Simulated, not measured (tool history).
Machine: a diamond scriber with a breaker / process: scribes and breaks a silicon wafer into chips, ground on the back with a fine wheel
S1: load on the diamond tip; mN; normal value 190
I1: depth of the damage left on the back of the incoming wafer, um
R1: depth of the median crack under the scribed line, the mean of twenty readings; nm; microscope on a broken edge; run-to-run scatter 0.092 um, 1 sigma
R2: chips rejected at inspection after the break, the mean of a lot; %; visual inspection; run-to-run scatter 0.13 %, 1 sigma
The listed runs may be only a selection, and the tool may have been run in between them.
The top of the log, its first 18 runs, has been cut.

run	day	S1	I1	R1	R2
19	21.483	220	1.59	10190	5.45
20	22.325	215	2.76	10190	5.39
21	23.246	190	2.58	9380	2.84
22	24.546	135	2.17	7430	10.53
23	25.075	235	2.64	10790	8.72
24	26.488	226	2.21	10310	5.72
25	27.783	215	2.66	9940	4.61
26	29.188	145	1.91	7750	7.95
# day 29.750: load on the tip recalibrated
27	29.817	211	1.99	9000	1.91
28	30.625	205	2.13	8760	2.31
29	31.479	190	2.61	8370	4.47

Run 30 comes next. What will it give?
30	32.142	229	1.82	?	?

R1: 9390 nm
R2: 2.24 %
Minus the tool's unlogged condition, the same run would have read R1 10190 nm, R2 4.79 %.
